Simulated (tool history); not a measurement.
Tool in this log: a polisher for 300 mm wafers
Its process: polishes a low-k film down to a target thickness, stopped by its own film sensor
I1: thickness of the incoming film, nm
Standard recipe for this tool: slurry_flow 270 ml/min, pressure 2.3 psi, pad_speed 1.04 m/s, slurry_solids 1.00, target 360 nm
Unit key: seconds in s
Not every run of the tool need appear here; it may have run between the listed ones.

Run 1, day 0.000: usual settings; I1 423.6. Result: seconds 110.0 s.
At day 0.596: slurry nozzle cleaned.
Run 2, day 1.175: usual settings but pad_speed 0.82 m/s; I1 429.6. Result: seconds 143.3 s.
Run 3, day 2.367: usual settings but pad_speed 0.82 m/s; I1 428.7. Result: seconds 139.6 s.
Run 4, day 3.742: usual settings but pad_speed 0.82 m/s; I1 427.6. Result: seconds 140.3 s.
Run 5, day 4.462: usual settings; I1 430.8. Result: seconds 120.7 s.
Run 6, day 5.825: usual settings; I1 430.3. Result: seconds 118.8 s.
Run 7, day 6.954: usual settings but slurry_solids 0.90, target 376 nm; I1 431.8. Result: seconds 100.4 s.
At day 7.175: worn pad replaced by a new one.
Run 8, day 8.079: usual settings; I1 432.3. Result: seconds 125.9 s.
Run 9, day 8.683: usual settings but slurry_solids 1.25; I1 434.1. Result: seconds 111.5 s.
At day 9.212: slurry blender recalibrated.
At day 9.958: conditioning disc replaced and pad reconditioned.
Run 10, day 10.158: usual settings; I1 424.7. Result: seconds 108.1 s.
Run 11, day 11.208: usual settings but slurry_flow 355 ml/min, pressure 2.6 psi, slurry_solids 1.15, target 353 nm; I1 422.6. Result: seconds 97.7 s.
Run 12, day 12.329: usual settings but pressure 1.7 psi, slurry_solids 0.85; I1 425.3. Result: seconds 164.6 s.
At day 13.121: head pressure recalibrated.
Run 13, day 13.217: usual settings but pad_speed 0.90 m/s; I1 421.7. Result: seconds 120.9 s.
Run 14, day 13.808: usual settings but slurry_flow 215 ml/min, target 337 nm; I1 429.5. Result: seconds 164.8 s.
Run 15, day 14.496: usual settings but pressure 2.0 psi, slurry_solids 0.75; I1 430.5. Result: seconds 164.8 s.
Run 16, day 15.112: usual settings; I1 435.0. Result: seconds 128.3 s.
At day 16.246: worn pad replaced by a new one.
Run 17, day 17.125: usual settings but pressure 1.7 psi, pad_speed 1.16 m/s, target 371 nm; I1 427.1. Result: seconds 117.9 s.
Run 18, day 18.038: usual settings; I1 430.3. Result: seconds 120.0 s.
At day 18.279: slurry nozzle cleaned.
Run 19, day 18.992: usual settings but slurry_flow 355 ml/min, pressure 2.0 psi, pad_speed 0.80 m/s, target 367 nm; I1 431.4. Result: seconds 154.4 s.
Run 20, day 19.792: usual settings but slurry_flow 365 ml/min, pad_speed 1.24 m/s, target 382 nm; I1 432.9. Result: seconds 72.9 s.

Run 21 has not been measured yet. What should we expect?
Run 21, day 20.367: usual settings but slurry_flow 365 ml/min, pressure 2.7 psi; I1 424.4. Result: seconds ?.

seconds: 93.1 s
If the tool had no hidden condition, the same run with the same run-to-run variation would have returned seconds 93.1 s.

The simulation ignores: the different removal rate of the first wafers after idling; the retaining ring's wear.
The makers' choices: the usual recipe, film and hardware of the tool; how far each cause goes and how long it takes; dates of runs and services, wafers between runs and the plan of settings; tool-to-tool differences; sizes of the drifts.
